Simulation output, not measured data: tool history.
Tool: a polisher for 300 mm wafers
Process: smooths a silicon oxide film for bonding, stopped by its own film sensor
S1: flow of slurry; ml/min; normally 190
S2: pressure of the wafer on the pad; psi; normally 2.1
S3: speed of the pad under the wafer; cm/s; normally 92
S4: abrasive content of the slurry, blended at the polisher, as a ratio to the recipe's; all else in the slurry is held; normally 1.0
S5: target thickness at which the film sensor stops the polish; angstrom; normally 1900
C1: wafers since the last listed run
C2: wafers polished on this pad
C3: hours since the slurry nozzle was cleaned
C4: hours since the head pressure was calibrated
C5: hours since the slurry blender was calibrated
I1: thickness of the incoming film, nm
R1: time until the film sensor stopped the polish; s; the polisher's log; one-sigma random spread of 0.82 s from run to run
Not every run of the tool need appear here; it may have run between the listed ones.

Run 1, hour 0.0: usual settings; C1 0; C2 0; C3 816.8; C4 975.7; C5 412.0; I1 219.7. Result: R1 50.8 s.
Run 2, hour 10.2: usual settings; C1 101; C2 102; C3 827.0; C4 985.9; C5 422.2; I1 221.2. Result: R1 52.0 s.
Run 3, hour 19.2: usual settings; C1 89; C2 192; C3 836.0; C4 994.9; C5 431.2; I1 219.6. Result: R1 49.0 s.
Run 4, hour 33.7: usual settings; C1 144; C2 337; C3 850.5; C4 1009.4; C5 445.7; I1 221.9. Result: R1 55.7 s.
Run 5, hour 40.6: usual settings; C1 68; C2 406; C3 857.4; C4 1016.3; C5 452.6; I1 216.4. Result: R1 45.7 s.
Run 6, hour 55.7: usual settings but S1 160 ml/min, S2 1.9 psi; C1 150; C2 557; C3 872.5; C4 1031.4; C5 467.7; I1 222.9. Result: R1 66.1 s.
Run 7, hour 66.0: usual settings but S1 160 ml/min, S2 1.9 psi; C1 102; C2 659; C3 882.8; C4 1041.7; C5 478.0; I1 222.4. Result: R1 64.1 s.
At hour 74.8: slurry blender recalibrated.
Run 8, hour 75.3: usual settings; C1 72; C2 732; C3 892.1; C4 1051.0; C5 0.5; I1 220.7. Result: R1 45.1 s.
At hour 84.9: worn pad replaced by a new one.
Run 9, hour 87.1: usual settings; C1 77; C2 22; C3 903.9; C4 1062.8; C5 12.3; I1 223.2. Result: R1 47.5 s.
Run 10, hour 99.6: usual settings; C1 124; C2 146; C3 916.4; C4 1075.3; C5 24.8; I1 219.7. Result: R1 42.9 s.
Run 11, hour 114.9: usual settings; C1 152; C2 299; C3 931.7; C4 1090.6; C5 40.1; I1 222.6. Result: R1 46.8 s.
Run 12, hour 125.1: usual settings but S1 230 ml/min, S2 2.5 psi, S4 0.8, S5 1810 angstrom; C1 101; C2 401; C3 941.9; C4 1100.8; C5 50.3; I1 220.2. Result: R1 53.7 s.
Run 13, hour 140.8: usual settings but S1 250 ml/min, S2 2.7 psi; C1 156; C2 558; C3 957.6; C4 1116.5; C5 66.0; I1 219.7. Result: R1 33.4 s.
Run 14, hour 147.2: usual settings; C1 63; C2 622; C3 964.0; C4 1122.9; C5 72.4; I1 220.3. Result: R1 43.9 s.
Run 15, hour 158.0: usual settings but S1 240 ml/min, S2 1.7 psi; C1 107; C2 729; C3 974.8; C4 1133.7; C5 83.2; I1 221.3. Result: R1 53.7 s.
At hour 162.4: worn pad replaced by a new one.
Run 16, hour 167.9: usual settings but S4 0.8; C1 58; C2 55; C3 984.7; C4 1143.6; C5 93.1; I1 223.5. Result: R1 54.9 s.
At hour 170.8: slurry nozzle cleaned.
Run 17, hour 181.6: usual settings but S2 1.6 psi, S3 70 cm/s, S4 0.7, S5 1800 angstrom; C1 126; C2 182; C3 10.8; C4 1157.3; C5 106.8; I1 220.2. Result: R1 109.0 s.
At hour 186.4: head pressure recalibrated.
Run 18, hour 196.9: usual settings but S1 210 ml/min; C1 132; C2 314; C3 26.1; C4 10.5; C5 122.1; I1 215.4. Result: R1 35.8 s.
Run 19, hour 203.8: usual settings but S2 2.7 psi, S5 1820 angstrom; C1 68; C2 383; C3 33.0; C4 17.4; C5 129.0; I1 222.0. Result: R1 45.7 s.
Run 20, hour 221.8: usual settings; C1 179; C2 563; C3 51.0; C4 35.4; C5 147.0; I1 220.0. Result: R1 44.6 s.
Run 21, hour 227.8: usual settings; C1 59; C2 623; C3 57.0; C4 41.4; C5 153.0; I1 221.4. Result: R1 46.4 s.
At hour 244.0: worn pad replaced by a new one.
Run 22, hour 244.5: usual settings but S2 1.5 psi; C1 126; C2 5; C3 73.7; C4 58.1; C5 169.7; I1 217.9. Result: R1 54.0 s.

Consider 5 possible next runs. They are alternatives, not a sequence: every one starts from the tool as it was left by run 22. What does each give?
Run A, hour 244.9: usual settings but S2 2.6 psi; C1 3; C2 9; C3 74.1; C4 58.5; C5 170.1; I1 216.8. Result: R1 ?.
Run B, hour 244.9: usual settings but S1 155 ml/min, S2 2.3 psi; C1 3; C2 9; C3 74.1; C4 58.5; C5 170.1; I1 216.8. Result: R1 ?.
Run C, hour 244.9: usual settings but S1 235 ml/min, S2 2.5 psi, S3 104 cm/s, S4 1.1; C1 3; C2 9; C3 74.1; C4 58.5; C5 170.1; I1 216.8. Result: R1 ?.
Run D, hour 244.9: usual settings but S3 70 cm/s, S4 0.8, S5 1940 angstrom; C1 3; C2 9; C3 74.1; C4 58.5; C5 170.1; I1 216.8. Result: R1 ?.
Run E, hour 244.9: usual settings but S4 1.1; C1 3; C2 9; C3 74.1; C4 58.5; C5 170.1; I1 216.8. Result: R1 ?.

run    R1
  A  32.2
  B  36.9
  C  28.2
  D  46.4
  E  37.3
What these runs would have given with no unlogged condition in the tool:
run    R1
  A  31.1
  B  35.7
  C  27.4
  D  44.7
  E  36.2

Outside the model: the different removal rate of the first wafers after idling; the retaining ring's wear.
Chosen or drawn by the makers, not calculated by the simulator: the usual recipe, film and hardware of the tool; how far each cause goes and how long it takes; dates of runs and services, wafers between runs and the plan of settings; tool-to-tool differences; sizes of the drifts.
